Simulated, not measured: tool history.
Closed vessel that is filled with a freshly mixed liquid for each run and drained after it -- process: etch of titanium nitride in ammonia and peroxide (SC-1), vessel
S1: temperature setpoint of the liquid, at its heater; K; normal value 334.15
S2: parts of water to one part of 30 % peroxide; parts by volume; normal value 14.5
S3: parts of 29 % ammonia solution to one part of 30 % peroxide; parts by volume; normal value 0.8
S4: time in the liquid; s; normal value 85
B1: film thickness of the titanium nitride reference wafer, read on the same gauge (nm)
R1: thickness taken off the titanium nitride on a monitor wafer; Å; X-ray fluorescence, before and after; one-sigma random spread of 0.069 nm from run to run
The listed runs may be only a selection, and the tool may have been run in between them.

Run 1, hour 0: usual settings but S4 55 s; B1 140.02. Result: R1 78.4 Å.
Run 2, hour 204.2: usual settings but S4 65 s; B1 140. Result: R1 92.2 Å.
Run 3, hour 270.2: usual settings; B1 140.01. Result: R1 121.4 Å.
Run 4, hour 297.2: usual settings; B1 139.99. Result: R1 119.3 Å.
Run 5, hour 360.2: usual settings; B1 140.01. Result: R1 121.1 Å.
Run 6, hour 392.6: usual settings; B1 139.99. Result: R1 121.5 Å.
Run 7, hour 417.3: usual settings; B1 140.01. Result: R1 120.1 Å.
Run 8, hour 441.3: usual settings; B1 140.02. Result: R1 121.5 Å.
Run 9, hour 476.3: usual settings; B1 140. Result: R1 119 Å.
Run 10, hour 530.4: usual settings; B1 140. Result: R1 120.1 Å.
At hour 533.2: gauge calibrated.
Run 11, hour 575.1: usual settings; B1 140.01. Result: R1 119.5 Å.
Run 12, hour 639.3: usual settings; B1 140. Result: R1 119.9 Å.
At hour 643.5: ammonia flow meter replaced.
Run 13, hour 706.2: usual settings but S1 336.65 K; B1 140. Result: R1 139.8 Å.
Run 14, hour 763.9: usual settings but S2 12.5 parts by volume, S3 0.65 parts by volume; B1 140. Result: R1 124.6 Å.
Run 15, hour 814.3: usual settings but S4 125 s; B1 139.99. Result: R1 173.7 Å.
At hour 881.3: new drum of ammonia solution connected.
Run 16, hour 881.9: usual settings but S2 18 parts by volume, S3 0.65 parts by volume, S4 100 s; B1 139.99. Result: R1 119.3 Å.
Run 17, hour 949.6: usual settings; B1 140.01. Result: R1 119.3 Å.
Run 18, hour 983.3: usual settings but S1 331.65 K; B1 139.99. Result: R1 100.6 Å.
Run 19, hour 1042.9: usual settings but S3 1.1 parts by volume, S4 100 s; B1 140.03. Result: R1 147 Å.
At hour 1098.2: thermometer replaced.
Run 20, hour 1101.5: usual settings; B1 139.99. Result: R1 119.2 Å.
Run 21, hour 1163.4: usual settings but S1 343.15 K, S4 70 s; B1 140.01. Result: R1 171 Å.
At hour 1171.1: new drum of ammonia solution connected, repeated, since the last time left the tool worse.
Run 22, hour 1211.5: usual settings but S2 10 parts by volume, S3 0.6 parts by volume; B1 139.99. Result: R1 141.6 Å.
Run 23, hour 1267.7: usual settings but S4 130 s; B1 140. Result: R1 186 Å.
Run 24, hour 1294.7: usual settings but S1 329.15 K, S3 0.45 parts by volume; B1 140.01. Result: R1 79 Å.
Run 25, hour 1337.3: usual settings; B1 140.01. Result: R1 120.5 Å.
Run 26, hour 1383.4: usual settings but S1 340.65 K, S2 18 parts by volume, S4 130 s; B1 139.99. Result: R1 251.1 Å.
Run 27, hour 1432.7: usual settings but S2 20 parts by volume; B1 139.99. Result: R1 101.1 Å.

What if the next run were any one of these 3? Each begins from the tool's condition after run 27:
Run A, hour 1433.4: usual settings but S1 330.65 K; B1 ?. Result: R1 ?.
Run B, hour 1433.4: usual settings but S1 329.15 K, S2 9 parts by volume, S3 0.5 parts by volume, S4 65 s; B1 ?. Result: R1 ?.
Run C, hour 1433.4: usual settings but S2 9.5 parts by volume, S3 1.2 parts by volume; B1 ?. Result: R1 ?.

run      B1    R1
  A  139.99  96.6
  B  139.99  79.2
  C  139.99   161
What these runs would have given with no unlogged condition in the tool:
run     R1
  A   96.9
  B   79.5
  C  161.5
